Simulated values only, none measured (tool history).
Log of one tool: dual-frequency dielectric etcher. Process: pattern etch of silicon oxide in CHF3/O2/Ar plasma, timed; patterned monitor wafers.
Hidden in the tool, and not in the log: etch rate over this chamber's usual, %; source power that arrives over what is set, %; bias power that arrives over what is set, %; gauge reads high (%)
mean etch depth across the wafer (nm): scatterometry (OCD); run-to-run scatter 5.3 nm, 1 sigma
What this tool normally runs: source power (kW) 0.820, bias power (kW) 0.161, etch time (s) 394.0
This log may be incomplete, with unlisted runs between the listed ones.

run,hour,source power (kW),bias power (kW),etch time (s),wafers since the last listed run,hours since the last wet clean,hours since the last source power generator calibration,hours since the last bias power generator calibration,hours since the last upper electrode change,hours since the gauge calibration,"read-back reference wafer on the same gauge, depth_nm",mean etch depth across the wafer (nm)
1,0.0,0.660,0.161,366.0,0,209.2,4249.8,2855.2,3691.2,852.7,956.1,722.1
# hour 28.1: gauge calibrated
2,58.2,0.820,0.161,343.0,246,267.4,4308.0,2913.4,3749.4,30.1,952.6,715.0
3,102.6,0.820,0.161,394.0,187,311.8,4352.4,2957.8,3793.8,74.5,954.6,828.6
4,191.3,0.820,0.161,394.0,375,400.5,4441.1,3046.5,3882.5,163.2,949.6,828.6
5,234.2,0.820,0.161,307.0,181,443.4,4484.0,3089.4,3925.4,206.1,953.4,641.5
6,273.6,0.820,0.161,394.0,166,482.8,4523.4,3128.8,3964.8,245.5,955.0,826.3
# hour 306.3: wet clean of the chamber
7,312.0,0.820,0.161,394.0,60,5.7,4561.8,3167.2,4003.2,283.9,952.8,813.5
8,354.4,0.820,0.161,394.0,179,48.1,4604.2,3209.6,4045.6,326.3,952.5,818.2
# hour 389.7: bias power generator calibrated
9,395.7,0.820,0.161,394.0,157,89.4,4645.5,6.0,4086.9,367.6,953.6,813.5
10,468.0,0.820,0.161,394.0,305,161.7,4717.8,78.3,4159.2,439.9,951.8,820.1
11,524.5,0.820,0.161,292.0,238,218.2,4774.3,134.8,4215.7,496.4,954.0,608.9
# hour 595.7: source power generator calibrated
12,615.0,0.890,0.130,316.0,365,308.7,19.3,225.3,4306.2,586.9,951.3,621.1
# hour 733.5: upper electrode replaced
13,734.0,0.820,0.161,394.0,401,427.7,138.3,344.3,0.5,705.9,954.1,839.9
# hour 829.2: wet clean of the chamber
14,829.7,0.980,0.149,485.0,303,0.5,234.0,440.0,96.2,801.6,953.5,1021.9
15,864.2,0.820,0.147,394.0,145,35.0,268.5,474.5,130.7,836.1,952.1,784.6
# hour 874.4: gauge calibrated
16,913.7,0.820,0.161,319.5,209,84.5,318.0,524.0,180.2,39.3,952.8,662.2
17,1001.0,0.820,0.123,394.0,369,171.8,405.3,611.3,267.5,126.6,954.1,733.6
18,1103.8,0.820,0.161,394.0,434,274.6,508.1,714.1,370.3,229.4,953.1,836.5
19,1199.1,0.820,0.161,498.5,403,369.9,603.4,809.4,465.6,324.7,950.9,1068.2

3 ways to go on from here, each from the tool as it stands after run 19. What would each give?
A,1199.6,0.820,0.161,394.0,2,370.4,603.9,809.9,466.1,325.2,?,?
B,1199.6,0.670,0.126,430.5,2,370.4,603.9,809.9,466.1,325.2,?,?
C,1199.6,0.820,0.128,394.0,2,370.4,603.9,809.9,466.1,325.2,?,?

run,"read-back reference wafer on the same gauge, depth_nm",mean etch depth across the wafer (nm)
A,951.7,819.6
B,951.7,774.7
C,951.7,747.7
The same runs, with their run-to-run variation unchanged, on a tool lacking any hidden condition would have given:
run,mean etch depth across the wafer (nm)
A,796.3
B,752.6
C,726.4

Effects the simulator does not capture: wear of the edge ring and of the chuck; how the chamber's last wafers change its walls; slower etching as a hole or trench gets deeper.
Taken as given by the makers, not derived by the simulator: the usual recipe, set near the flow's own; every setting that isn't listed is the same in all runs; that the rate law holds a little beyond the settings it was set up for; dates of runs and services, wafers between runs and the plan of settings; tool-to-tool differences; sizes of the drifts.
